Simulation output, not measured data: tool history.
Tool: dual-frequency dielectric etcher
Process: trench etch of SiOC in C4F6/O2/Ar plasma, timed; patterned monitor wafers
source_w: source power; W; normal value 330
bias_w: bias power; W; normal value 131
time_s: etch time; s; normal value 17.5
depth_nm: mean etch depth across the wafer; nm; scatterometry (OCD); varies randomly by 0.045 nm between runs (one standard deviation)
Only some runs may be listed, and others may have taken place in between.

| run | hour | source_w | bias_w | time_s | read-back reference wafer on the same gauge, depth_nm | depth_nm |
|---|---|---|---|---|---|---|
| 1 | 0.0 | 330 | 131 | 17.5 | 32.28 | 30.30 |
| 2 | 6.6 | 330 | 131 | 17.5 | 32.29 | 30.40 |
| 3 | 14.8 | 330 | 131 | 17.5 | 32.30 | 30.37 |
| 4 | 31.2 | 330 | 113 | 17.5 | 32.31 | 29.11 |
|  | 61.9 | bias power generator calibrated |
| 5 | 76.7 | 330 | 113 | 17.5 | 32.29 | 29.15 |
| 6 | 84.3 | 330 | 113 | 17.5 | 32.31 | 29.12 |
| 7 | 101.6 | 330 | 131 | 17.5 | 32.30 | 30.49 |
| 8 | 109.2 | 330 | 131 | 17.5 | 32.31 | 30.57 |
| 9 | 124.6 | 330 | 131 | 19.5 | 32.29 | 33.95 |
| 10 | 135.3 | 400 | 118 | 14.0 | 32.30 | 25.42 |
|  | 146.1 | gauge calibrated |
|  | 150.6 | source power generator calibrated |
| 11 | 151.1 | 330 | 113 | 17.5 | 32.30 | 29.24 |
| 12 | 165.8 | 330 | 131 | 17.5 | 32.31 | 30.51 |
| 13 | 193.0 | 400 | 131 | 17.5 | 32.31 | 32.69 |
| 14 | 208.4 | 400 | 107 | 15.0 | 32.31 | 26.43 |
|  | 242.1 | wet clean of the chamber |
|  | 266.1 | upper electrode replaced |
| 15 | 266.6 | 330 | 131 | 14.0 | 32.30 | 24.19 |
| 16 | 266.9 | 330 | 156 | 22.0 | 32.30 | 40.02 |
| 17 | 267.2 | 330 | 164 | 22.0 | 32.30 | 40.72 |
| 18 | 267.6 | 330 | 131 | 22.0 | 32.29 | 38.05 |
| 19 | 276.5 | 330 | 162 | 19.0 | 32.30 | 35.04 |
| 20 | 291.3 | 330 | 102 | 17.5 | 32.29 | 28.11 |
| 21 | 309.2 | 330 | 131 | 15.0 | 32.31 | 25.92 |
| 22 | 324.5 | 270 | 118 | 22.0 | 32.29 | 34.36 |
| 23 | 336.2 | 330 | 157 | 17.5 | 32.30 | 31.89 |
| 24 | 348.2 | 290 | 149 | 13.5 | 32.32 | 23.20 |
| 25 | 361.0 | 330 | 131 | 14.5 | 32.31 | 25.14 |
| 26 | 375.3 | 260 | 150 | 16.0 | 32.31 | 26.63 |
| 27 | 391.8 | 330 | 131 | 14.0 | 32.31 | 24.31 |
| 28 | 401.0 | 330 | 131 | 17.5 | 32.29 | 30.39 |
| 29 | 418.3 | 280 | 104 | 19.5 | 32.29 | 29.87 |
| 30 | 425.8 | 330 | 164 | 22.0 | 32.31 | 40.85 |

Hidden state or all else? Some run-to-run changes of depth_nm, split into what the settings, what came in and random variation would give without the hidden state, and what is left for the hidden state (with any gauge scatter that isn't in both results):
Hidden state at play: etch rate over this chamber's usual, %; source power that arrives over what is set, %; bias power that arrives over what is set, %; gauge reads high (%).
Run 9 -> 10: source_w 330 -> 400, bias_w 131 -> 118, time_s 19.5 -> 14.0. depth_nm -8.53 nm: hidden state -0.06, all else -8.47.
Run 12 -> 13: source_w 330 -> 400. depth_nm +2.18 nm: hidden state +0.06, all else +2.12.
Run 14 -> 15: source_w 400 -> 330, bias_w 107 -> 131, time_s 15.0 -> 14.0, wet clean of the chamber, upper electrode replaced. depth_nm -2.24 nm: hidden state -0.34, all else -1.90.
Run 15 -> 16: bias_w 131 -> 156, time_s 14.0 -> 22.0. depth_nm +15.83 nm: hidden state -0.02, all else +15.85.
Run 23 -> 24: source_w 330 -> 290, bias_w 157 -> 149, time_s 17.5 -> 13.5. depth_nm -8.69 nm: hidden state +0.01, all else -8.70.
Run 29 -> 30: source_w 280 -> 330, bias_w 104 -> 164, time_s 19.5 -> 22.0. depth_nm +10.98 nm: hidden state +0.06, all else +10.92.
